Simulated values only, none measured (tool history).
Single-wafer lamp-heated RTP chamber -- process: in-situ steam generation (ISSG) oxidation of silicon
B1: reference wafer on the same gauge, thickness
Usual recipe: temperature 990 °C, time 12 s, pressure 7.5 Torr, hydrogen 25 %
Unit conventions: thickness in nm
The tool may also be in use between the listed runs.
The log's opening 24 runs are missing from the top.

Run 25, day 63.354: usual settings but pressure 6.9 Torr, hydrogen 32 %; B1 4.207. Result: thickness 4.872 nm.
Run 26, day 65.262: usual settings but time 8 s, hydrogen 32 %; B1 4.206. Result: thickness 4.163 nm.
Run 27, day 69.483: usual settings; B1 4.209. Result: thickness 4.557 nm.
Run 28, day 72.808: usual settings but hydrogen 17 %; B1 4.201. Result: thickness 4.117 nm.
Run 29, day 74.746: usual settings but pressure 8.7 Torr, hydrogen 15 %; B1 4.207. Result: thickness 3.962 nm.
Run 30, day 77.442: usual settings; B1 4.202. Result: thickness 4.528 nm.
At day 79.100: pyrometer window cleaned and pyrometer calibrated.
Run 31, day 81.321: usual settings; B1 4.199. Result: thickness 4.556 nm.
Run 32, day 84.012: usual settings; B1 4.200. Result: thickness 4.543 nm.

Forecast each of these 3 alternatives for the next run:
Run A, day 84.029: usual settings but time 13 s; B1 ?. Result: thickness ?.
Run B, day 84.029: usual settings but hydrogen 30 %; B1 ?. Result: thickness ?.
Run C, day 84.029: usual settings but temperature 972 °C; B1 ?. Result: thickness ?.

run     B1  thickness
  A  4.195      4.697
  B  4.195      4.788
  C  4.195      4.305
Had the tool no hidden state, the same runs would have come out as:
run  thickness
  A      4.756
  B      4.848
  C      4.359
